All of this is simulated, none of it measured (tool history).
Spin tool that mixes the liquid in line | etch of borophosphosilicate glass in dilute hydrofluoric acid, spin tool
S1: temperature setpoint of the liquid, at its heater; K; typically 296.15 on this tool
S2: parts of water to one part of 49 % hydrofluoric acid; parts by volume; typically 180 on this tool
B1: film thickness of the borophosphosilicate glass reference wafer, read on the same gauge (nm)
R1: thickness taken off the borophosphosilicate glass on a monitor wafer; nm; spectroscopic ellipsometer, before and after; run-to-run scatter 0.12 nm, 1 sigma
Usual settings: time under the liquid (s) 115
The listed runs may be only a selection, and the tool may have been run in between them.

run 1 day=0.000 | S1=296.15 S2=180 time_under_the_liquid_(s)=115 | B1=40.00 | R1=25.30
run 2 day=1.408 | S1=296.15 S2=180 time_under_the_liquid_(s)=115 | B1=39.99 | R1=25.22
run 3 day=4.892 | S1=296.15 S2=180 time_under_the_liquid_(s)=115 | B1=40.00 | R1=25.44
run 4 day=5.638 | S1=296.15 S2=180 time_under_the_liquid_(s)=115 | B1=40.01 | R1=25.60
run 5 day=7.125 | S1=296.15 S2=180 time_under_the_liquid_(s)=115 | B1=39.98 | R1=25.39
run 6 day=8.171 | S1=296.15 S2=180 time_under_the_liquid_(s)=115 | B1=39.99 | R1=25.31
run 7 day=9.638 | S1=296.15 S2=180 time_under_the_liquid_(s)=115 | B1=40.00 | R1=25.56
-- day=9.912 hydrofluoric acid flow meter replaced
run 8 day=10.921 | S1=296.15 S2=180 time_under_the_liquid_(s)=115 | B1=40.00 | R1=25.38
-- day=11.117 thermometer replaced
run 9 day=11.446 | S1=296.15 S2=180 time_under_the_liquid_(s)=115 | B1=39.98 | R1=25.41
run 10 day=12.275 | S1=296.15 S2=180 time_under_the_liquid_(s)=115 | B1=39.99 | R1=25.29
run 11 day=13.238 | S1=296.15 S2=180 time_under_the_liquid_(s)=115 | B1=39.99 | R1=25.38
run 12 day=14.479 | S1=300.65 S2=260 time_under_the_liquid_(s)=80 | B1=40.02 | R1=13.21
run 13 day=15.625 | S1=297.65 S2=230 time_under_the_liquid_(s)=50 | B1=39.99 | R1=8.69
run 14 day=16.725 | S1=291.65 S2=250 time_under_the_liquid_(s)=95 | B1=40.01 | R1=11.89
-- day=16.771 gauge calibrated
run 15 day=17.388 | S1=293.65 S2=95 time_under_the_liquid_(s)=145 | B1=40.00 | R1=60.32
run 16 day=17.908 | S1=300.65 S2=110 time_under_the_liquid_(s)=115 | B1=39.99 | R1=53.52
run 17 day=18.608 | S1=297.65 S2=265 time_under_the_liquid_(s)=115 | B1=40.02 | R1=16.79
run 18 day=19.929 | S1=296.15 S2=100 time_under_the_liquid_(s)=170 | B1=39.99 | R1=74.43
run 19 day=20.962 | S1=299.15 S2=180 time_under_the_liquid_(s)=75 | B1=40.03 | R1=18.64
run 20 day=24.475 | S1=296.15 S2=180 time_under_the_liquid_(s)=115 | B1=40.01 | R1=25.62
run 21 day=25.775 | S1=296.15 S2=180 time_under_the_liquid_(s)=115 | B1=40.00 | R1=25.46
run 22 day=26.346 | S1=296.15 S2=215 time_under_the_liquid_(s)=115 | B1=39.98 | R1=20.29

3 ways to go on from here, each from the tool as it stands after run 22. What would each give?
run A day=26.362 | S1=293.15 S2=180 time_under_the_liquid_(s)=115 | B1=? | R1=?
run B day=26.362 | S1=296.15 S2=180 time_under_the_liquid_(s)=95 | B1=? | R1=?
run C day=26.362 | S1=292.65 S2=180 time_under_the_liquid_(s)=90 | B1=? | R1=?

run=A B1=39.99 R1=22.67
run=B B1=39.99 R1=21.02
run=C B1=39.99 R1=17.40
What these runs would have given with no unlogged condition in the tool:
run=A R1=22.67
run=B R1=21.02
run=C R1=17.40
